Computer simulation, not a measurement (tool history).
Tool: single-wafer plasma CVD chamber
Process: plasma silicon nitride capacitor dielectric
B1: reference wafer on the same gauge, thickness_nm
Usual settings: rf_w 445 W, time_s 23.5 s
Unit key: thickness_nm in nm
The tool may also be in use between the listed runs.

{"run": 1, "hour": 0.0, "rf_w": 470, "time_s": 26.1, "B1": 32.281, "thickness_nm": 41.089}
{"run": 2, "hour": 64.5, "rf_w": 470, "time_s": 26.1, "B1": 32.296, "thickness_nm": 40.993}
{"run": 3, "hour": 100.0, "rf_w": 445, "time_s": 23.5, "B1": 32.302, "thickness_nm": 36.498}
{"run": 4, "hour": 153.3, "rf_w": 445, "time_s": 23.5, "B1": 32.26, "thickness_nm": 36.617}
{"run": 5, "hour": 209.3, "rf_w": 445, "time_s": 23.5, "B1": 32.262, "thickness_nm": 36.876}
{"run": 6, "hour": 236.5, "rf_w": 445, "time_s": 23.5, "B1": 32.294, "thickness_nm": 36.658}
{"run": 7, "hour": 267.0, "rf_w": 445, "time_s": 23.5, "B1": 32.319, "thickness_nm": 36.659}
{"run": 8, "hour": 327.9, "rf_w": 445, "time_s": 23.5, "B1": 32.283, "thickness_nm": 36.78}
{"run": 9, "hour": 365.7, "rf_w": 445, "time_s": 23.5, "B1": 32.275, "thickness_nm": 36.51}
{"run": 10, "hour": 422.5, "rf_w": 445, "time_s": 23.5, "B1": 32.276, "thickness_nm": 36.8}
{"run": 11, "hour": 486.3, "rf_w": 445, "time_s": 23.5, "B1": 32.312, "thickness_nm": 36.404}
{"run": 12, "hour": 522.3, "rf_w": 445, "time_s": 23.5, "B1": 32.307, "thickness_nm": 36.765}
{"run": 13, "hour": 586.7, "rf_w": 445, "time_s": 23.5, "B1": 32.302, "thickness_nm": 37.145}
{"run": 14, "hour": 618.5, "rf_w": 470, "time_s": 23.5, "B1": 32.338, "thickness_nm": 37.001}
{"hour": 643.0, "done": "gauge calibrated"}
{"run": 15, "hour": 685.7, "rf_w": 405, "time_s": 20.3, "B1": 32.311, "thickness_nm": 31.143}
{"hour": 704.5, "done": "RF generator calibrated"}
{"hour": 750.2, "done": "showerhead replaced"}
{"run": 16, "hour": 750.7, "rf_w": 390, "time_s": 26, "B1": 32.299, "thickness_nm": 39.826}
{"run": 17, "hour": 768.8, "rf_w": 375, "time_s": 27.7, "B1": 32.294, "thickness_nm": 41.797}
{"run": 18, "hour": 835.1, "rf_w": 500, "time_s": 27.5, "B1": 32.287, "thickness_nm": 43.493}
{"run": 19, "hour": 974.1, "rf_w": 415, "time_s": 20.5, "B1": 32.31, "thickness_nm": 31.434}
{"run": 20, "hour": 1025.4, "rf_w": 445, "time_s": 27.1, "B1": 32.304, "thickness_nm": 42.211}
{"run": 21, "hour": 1078.4, "rf_w": 420, "time_s": 23.5, "B1": 32.303, "thickness_nm": 36.263}
{"run": 22, "hour": 1110.3, "rf_w": 445, "time_s": 23.5, "B1": 32.261, "thickness_nm": 37.03}
{"run": 23, "hour": 1148.6, "rf_w": 470, "time_s": 18.8, "B1": 32.291, "thickness_nm": 29.682}
{"run": 24, "hour": 1207.0, "rf_w": 445, "time_s": 19.4, "B1": 32.307, "thickness_nm": 30.319}
{"run": 25, "hour": 1269.1, "rf_w": 445, "time_s": 23.5, "B1": 32.305, "thickness_nm": 36.351}

Below are 4 alternative next runs, each starting from the tool's condition after run 25. Predict each:
{"run": "A", "hour": 1269.5, "rf_w": 405, "time_s": 23.5, "B1": "?", "thickness_nm": "?"}
{"run": "B", "hour": 1269.5, "rf_w": 490, "time_s": 28, "B1": "?", "thickness_nm": "?"}
{"run": "C", "hour": 1269.5, "rf_w": 475, "time_s": 22.2, "B1": "?", "thickness_nm": "?"}
{"run": "D", "hour": 1269.5, "rf_w": 410, "time_s": 19.7, "B1": "?", "thickness_nm": "?"}

run=A B1=32.279 thickness_nm=36.187
run=B B1=32.279 thickness_nm=44.452
run=C B1=32.279 thickness_nm=35.062
run=D B1=32.279 thickness_nm=30.392
Without the tool's unlogged condition, the same runs would have read:
run=A thickness_nm=36.187
run=B thickness_nm=44.452
run=C thickness_nm=35.062
run=D thickness_nm=30.392
